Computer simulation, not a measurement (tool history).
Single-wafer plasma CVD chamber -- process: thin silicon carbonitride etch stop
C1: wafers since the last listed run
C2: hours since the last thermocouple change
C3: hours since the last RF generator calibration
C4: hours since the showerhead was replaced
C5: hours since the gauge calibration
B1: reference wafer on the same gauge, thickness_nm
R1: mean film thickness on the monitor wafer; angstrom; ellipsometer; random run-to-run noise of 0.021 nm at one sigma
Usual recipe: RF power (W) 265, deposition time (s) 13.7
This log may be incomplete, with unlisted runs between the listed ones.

{"run": 1, "day": 0.0, "RF power (W)": 265, "deposition time (s)": 14.3, "C1": 0, "C2": 725.3, "C3": 883.3, "C4": 1468.5, "C5": 2401.2, "B1": 9.204, "R1": 81.99}
{"run": 2, "day": 3.975, "RF power (W)": 265, "deposition time (s)": 14.3, "C1": 1647, "C2": 820.7, "C3": 978.7, "C4": 1563.9, "C5": 2496.6, "B1": 9.212, "R1": 81.22}
{"run": 3, "day": 7.0, "RF power (W)": 265, "deposition time (s)": 14.3, "C1": 1253, "C2": 893.3, "C3": 1051.3, "C4": 1636.5, "C5": 2569.2, "B1": 9.194, "R1": 81.21}
{"run": 4, "day": 10.367, "RF power (W)": 295, "deposition time (s)": 14.4, "C1": 1395, "C2": 974.1, "C3": 1132.1, "C4": 1717.3, "C5": 2650, "B1": 9.216, "R1": 83.88}
{"day": 12.783, "done": "RF generator calibrated"}
{"run": 5, "day": 13.683, "RF power (W)": 295, "deposition time (s)": 14.4, "C1": 1236, "C2": 1053.7, "C3": 21.6, "C4": 1796.9, "C5": 2729.6, "B1": 9.197, "R1": 84.54}
{"run": 6, "day": 16.046, "RF power (W)": 290, "deposition time (s)": 13.7, "C1": 979, "C2": 1110.4, "C3": 78.3, "C4": 1853.6, "C5": 2786.3, "B1": 9.201, "R1": 80.51}
{"run": 7, "day": 25.238, "RF power (W)": 290, "deposition time (s)": 13.7, "C1": 3809, "C2": 1331, "C3": 298.9, "C4": 2074.2, "C5": 3006.9, "B1": 9.195, "R1": 80.52}
{"run": 8, "day": 27.338, "RF power (W)": 290, "deposition time (s)": 13.7, "C1": 870, "C2": 1381.4, "C3": 349.3, "C4": 2124.6, "C5": 3057.3, "B1": 9.191, "R1": 80.13}
{"day": 30.371, "done": "gauge calibrated"}
{"run": 9, "day": 37.154, "RF power (W)": 265, "deposition time (s)": 15.5, "C1": 4068, "C2": 1617, "C3": 584.9, "C4": 2360.2, "C5": 162.8, "B1": 9.201, "R1": 88.8}
{"run": 10, "day": 43.35, "RF power (W)": 265, "deposition time (s)": 13.7, "C1": 2567, "C2": 1765.7, "C3": 733.6, "C4": 2508.9, "C5": 311.5, "B1": 9.204, "R1": 78.04}
{"run": 11, "day": 45.312, "RF power (W)": 265, "deposition time (s)": 13.7, "C1": 813, "C2": 1812.8, "C3": 780.7, "C4": 2556, "C5": 358.6, "B1": 9.194, "R1": 78.21}
{"run": 12, "day": 47.758, "RF power (W)": 300, "deposition time (s)": 13.7, "C1": 1013, "C2": 1871.5, "C3": 839.4, "C4": 2614.7, "C5": 417.3, "B1": 9.197, "R1": 80.72}
{"run": 13, "day": 49.296, "RF power (W)": 265, "deposition time (s)": 13.7, "C1": 637, "C2": 1908.4, "C3": 876.3, "C4": 2651.6, "C5": 454.2, "B1": 9.193, "R1": 77.99}
{"run": 14, "day": 54.046, "RF power (W)": 225, "deposition time (s)": 11.7, "C1": 1968, "C2": 2022.4, "C3": 990.3, "C4": 2765.6, "C5": 568.2, "B1": 9.198, "R1": 64.31}
{"run": 15, "day": 55.646, "RF power (W)": 265, "deposition time (s)": 13.7, "C1": 663, "C2": 2060.8, "C3": 1028.7, "C4": 2804, "C5": 606.6, "B1": 9.207, "R1": 78.6}
{"run": 16, "day": 60.129, "RF power (W)": 240, "deposition time (s)": 11.2, "C1": 1857, "C2": 2168.4, "C3": 1136.3, "C4": 2911.6, "C5": 714.2, "B1": 9.192, "R1": 62.51}
{"run": 17, "day": 62.733, "RF power (W)": 265, "deposition time (s)": 13.7, "C1": 1079, "C2": 2230.9, "C3": 1198.8, "C4": 2974.1, "C5": 776.7, "B1": 9.2, "R1": 77.47}
{"day": 64.158, "done": "showerhead replaced"}
{"run": 18, "day": 66.362, "RF power (W)": 235, "deposition time (s)": 13.7, "C1": 1365, "C2": 2318, "C3": 1285.9, "C4": 52.9, "C5": 863.8, "B1": 9.194, "R1": 75.47}
{"day": 71.717, "done": "RF generator calibrated"}
{"run": 19, "day": 78.638, "RF power (W)": 265, "deposition time (s)": 13.7, "C1": 4948, "C2": 2612.6, "C3": 166.1, "C4": 347.5, "C5": 1158.4, "B1": 9.192, "R1": 79.11}
{"run": 20, "day": 80.462, "RF power (W)": 225, "deposition time (s)": 11.2, "C1": 756, "C2": 2656.4, "C3": 209.9, "C4": 391.3, "C5": 1202.2, "B1": 9.197, "R1": 62.08}
{"run": 21, "day": 84.012, "RF power (W)": 305, "deposition time (s)": 15, "C1": 1471, "C2": 2741.6, "C3": 295.1, "C4": 476.5, "C5": 1287.4, "B1": 9.199, "R1": 89.15}
{"day": 86.317, "done": "thermocouple changed; heater temperature recalibrated"}
{"run": 22, "day": 86.338, "RF power (W)": 310, "deposition time (s)": 11.7, "C1": 825, "C2": 0.5, "C3": 350.9, "C4": 532.3, "C5": 1343.2, "B1": 9.207, "R1": 69.9}

Forecast run 23:
{"run": 23, "day": 87.75, "RF power (W)": 210, "deposition time (s)": 16.1, "C1": 585, "C2": 34.4, "C3": 384.8, "C4": 566.2, "C5": 1377.1, "B1": "?", "R1": "?"}

{"run 23": {"B1": 9.198, "R1": 88.19}}
Without the tool's hidden state the same run would have given R1 88.31 angstrom.

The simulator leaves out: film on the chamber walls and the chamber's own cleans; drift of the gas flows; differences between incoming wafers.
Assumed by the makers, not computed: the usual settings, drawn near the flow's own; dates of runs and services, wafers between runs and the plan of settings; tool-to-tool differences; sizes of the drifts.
